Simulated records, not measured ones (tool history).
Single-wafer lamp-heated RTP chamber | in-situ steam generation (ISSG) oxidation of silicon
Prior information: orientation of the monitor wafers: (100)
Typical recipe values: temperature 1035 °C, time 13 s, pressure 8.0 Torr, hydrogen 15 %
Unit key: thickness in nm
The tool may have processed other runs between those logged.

run,hour,temperature,time,pressure,hydrogen,"read-back reference wafer on the same gauge, thickness",thickness
1,0.0,1043,13,8.0,15,4.539,5.352
2,25.0,1043,13,8.0,15,4.544,5.365
3,37.7,1043,13,8.0,15,4.540,5.337
4,60.0,1035,13,8.7,15,4.541,5.166
5,75.8,1035,13,8.7,15,4.534,5.166
6,97.6,1030,13,8.0,15,4.540,5.075
7,176.7,1030,13,8.0,15,4.531,5.058
8,208.1,1030,13,8.0,15,4.546,5.080
9,243.7,1035,13,7.6,22,4.538,5.727
# hour 248.6: gauge calibrated
10,260.6,1035,16,8.0,15,4.548,5.830
11,302.4,1035,13,8.0,15,4.539,5.213
# hour 318.4: pyrometer window cleaned and pyrometer calibrated
12,334.0,1035,13,8.0,15,4.544,5.028
13,355.7,1035,13,8.0,15,4.541,5.045
# hour 372.8: hydrogen flow controller replaced
14,373.3,1035,13,8.0,15,4.545,5.061
15,392.6,1035,13,8.0,15,4.536,5.070
16,405.0,1026,13,6.9,11,4.535,4.500
# hour 416.8: pressure gauge zeroed
17,445.4,1024,18,7.1,21,4.534,6.103
18,458.1,1035,18,7.3,15,4.542,5.962
19,485.6,1035,13,8.0,15,4.541,5.086
20,532.8,1043,18,8.0,11,4.541,5.838
21,552.7,1026,13,7.2,21,4.535,5.280
22,581.8,1035,13,8.0,22,4.536,5.579
23,615.7,1035,9,7.4,15,4.536,4.250
24,644.4,1035,13,8.0,15,4.541,5.105
25,669.9,1035,13,8.0,15,4.538,5.145
26,693.4,1035,9,6.9,20,4.542,4.591
27,722.8,1042,16,8.0,11,4.538,5.504
28,742.1,1026,13,8.0,15,4.533,4.916
29,756.5,1052,13,8.0,15,4.548,5.549
30,773.7,1035,13,7.1,11,4.540,4.714
31,788.7,1052,13,8.0,15,4.536,5.564
32,820.0,1042,15,8.0,25,4.540,6.456

Below, each run's measurement less what the same run would have read without the hidden state. Both values contain the same run-to-run variation, but the gauge's scatter may not be the same in both:
What the log doesn't record here: true wafer temperature minus pyrometer reading, K; true pressure minus gauge reading, Torr; deviation of the hydrogen flow from its setpoint, %; gauge reads high (%).
run,thickness
1,+0.148
2,+0.154
3,+0.156
4,+0.148
5,+0.151
6,+0.148
7,+0.163
8,+0.170
9,+0.206
10,+0.225
11,+0.199
12,+0.023
13,+0.027
14,+0.030
15,+0.035
16,+0.031
17,+0.056
18,+0.061
19,+0.053
20,+0.082
21,+0.065
22,+0.079
23,+0.059
24,+0.085
25,+0.091
26,+0.077
27,+0.119
28,+0.095
29,+0.129
30,+0.103
31,+0.137
32,+0.164
